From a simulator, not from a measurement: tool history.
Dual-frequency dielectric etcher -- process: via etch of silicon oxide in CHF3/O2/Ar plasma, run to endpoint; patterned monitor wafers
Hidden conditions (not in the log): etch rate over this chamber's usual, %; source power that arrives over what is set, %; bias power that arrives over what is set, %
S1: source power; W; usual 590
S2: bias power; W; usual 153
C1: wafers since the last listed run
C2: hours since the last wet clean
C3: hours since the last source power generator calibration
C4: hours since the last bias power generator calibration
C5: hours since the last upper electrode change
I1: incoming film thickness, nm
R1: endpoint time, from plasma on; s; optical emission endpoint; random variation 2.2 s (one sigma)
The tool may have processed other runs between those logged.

run 1 day=0.000 | S1=590 S2=153 | C1=0 C2=171.9 C3=1518.0 C4=2981.8 C5=2149.2 | I1=776.7 | R1=417.0
run 2 day=0.917 | S1=540 S2=153 | C1=75 C2=193.9 C3=1540.0 C4=3003.8 C5=2171.2 | I1=773.4 | R1=422.9
run 3 day=2.375 | S1=530 S2=153 | C1=119 C2=228.9 C3=1575.0 C4=3038.8 C5=2206.2 | I1=782.9 | R1=432.4
run 4 day=3.679 | S1=590 S2=153 | C1=107 C2=260.2 C3=1606.3 C4=3070.1 C5=2237.5 | I1=780.9 | R1=415.4
run 5 day=5.067 | S1=590 S2=153 | C1=114 C2=293.5 C3=1639.6 C4=3103.4 C5=2270.8 | I1=772.4 | R1=410.6
run 6 day=5.929 | S1=590 S2=153 | C1=70 C2=314.2 C3=1660.3 C4=3124.1 C5=2291.5 | I1=781.2 | R1=416.5
run 7 day=6.938 | S1=590 S2=153 | C1=82 C2=338.4 C3=1684.5 C4=3148.3 C5=2315.7 | I1=786.2 | R1=418.9
run 8 day=8.267 | S1=590 S2=153 | C1=109 C2=370.3 C3=1716.4 C4=3180.2 C5=2347.6 | I1=778.3 | R1=422.2
run 9 day=9.233 | S1=590 S2=153 | C1=79 C2=393.5 C3=1739.6 C4=3203.4 C5=2370.8 | I1=776.1 | R1=419.1
run 10 day=10.704 | S1=590 S2=153 | C1=120 C2=428.8 C3=1774.9 C4=3238.7 C5=2406.1 | I1=779.6 | R1=427.3
run 11 day=11.946 | S1=590 S2=174 | C1=102 C2=458.6 C3=1804.7 C4=3268.5 C5=2435.9 | I1=778.4 | R1=406.9
run 12 day=13.271 | S1=590 S2=174 | C1=108 C2=490.4 C3=1836.5 C4=3300.3 C5=2467.7 | I1=777.0 | R1=400.9
run 13 day=14.458 | S1=620 S2=153 | C1=97 C2=518.9 C3=1865.0 C4=3328.8 C5=2496.2 | I1=787.0 | R1=425.1
run 14 day=15.208 | S1=590 S2=153 | C1=61 C2=536.9 C3=1883.0 C4=3346.8 C5=2514.2 | I1=778.3 | R1=425.7
-- day=17.146 wet clean of the chamber
run 15 day=17.167 | S1=590 S2=153 | C1=78 C2=0.5 C3=1930.0 C4=3393.8 C5=2561.2 | I1=768.1 | R1=400.9
run 16 day=17.479 | S1=650 S2=186 | C1=25 C2=8.0 C3=1937.5 C4=3401.3 C5=2568.7 | I1=781.4 | R1=368.3
run 17 day=18.771 | S1=510 S2=183 | C1=106 C2=39.0 C3=1968.5 C4=3432.3 C5=2599.7 | I1=778.3 | R1=407.6
run 18 day=19.371 | S1=700 S2=119 | C1=49 C2=53.4 C3=1982.9 C4=3446.7 C5=2614.1 | I1=778.2 | R1=421.5
-- day=21.692 upper electrode replaced
run 19 day=21.712 | S1=510 S2=139 | C1=110 C2=109.6 C3=2039.1 C4=3502.9 C5=0.5 | I1=785.9 | R1=452.8
run 20 day=21.729 | S1=480 S2=128 | C1=1 C2=110.0 C3=2039.5 C4=3503.3 C5=0.9 | I1=780.4 | R1=476.1
run 21 day=23.208 | S1=590 S2=153 | C1=121 C2=145.5 C3=2075.0 C4=3538.8 C5=36.4 | I1=777.9 | R1=412.4
run 22 day=24.238 | S1=510 S2=181 | C1=84 C2=170.2 C3=2099.7 C4=3563.5 C5=61.1 | I1=777.4 | R1=405.8
-- day=25.938 bias power generator calibrated
-- day=27.179 source power generator calibrated
run 23 day=28.367 | S1=590 S2=178 | C1=312 C2=269.3 C3=28.5 C4=58.3 C5=160.2 | I1=770.3 | R1=391.2
run 24 day=29.758 | S1=540 S2=167 | C1=114 C2=302.7 C3=61.9 C4=91.7 C5=193.6 | I1=786.2 | R1=424.9
run 25 day=30.529 | S1=440 S2=153 | C1=63 C2=321.2 C3=80.4 C4=110.2 C5=212.1 | I1=779.7 | R1=467.3
run 26 day=31.800 | S1=660 S2=171 | C1=104 C2=351.7 C3=110.9 C4=140.7 C5=242.6 | I1=769.5 | R1=385.1
run 27 day=34.408 | S1=650 S2=165 | C1=214 C2=414.3 C3=173.5 C4=203.3 C5=305.2 | I1=777.3 | R1=393.1
run 28 day=36.242 | S1=590 S2=164 | C1=150 C2=458.3 C3=217.5 C4=247.3 C5=349.2 | I1=777.9 | R1=411.6
run 29 day=38.838 | S1=590 S2=153 | C1=213 C2=520.6 C3=279.8 C4=309.6 C5=411.5 | I1=779.8 | R1=427.7

Some steps in R1, run to run, broken into two amounts with sign: the step expected even without the hidden condition (settings, incoming material, random variation), and the rest, left for the hidden condition together with whatever gauge scatter is not in both the measured and the hidden-condition-free result:
Run 14 -> 15: wet clean of the chamber. R1 -24.8 s: hidden state -21.1, all else -3.7.
Run 20 -> 21: S1 480 -> 590, S2 128 -> 153. R1 -63.7 s: hidden state +0.6, all else -64.3.
Run 22 -> 23: S1 510 -> 590, S2 181 -> 178, bias power generator calibrated, source power generator calibrated. R1 -14.6 s: hidden state +3.5, all else -18.1.
Run 25 -> 26: S1 440 -> 660, S2 153 -> 171. R1 -82.2 s: hidden state -1.6, all else -80.6.
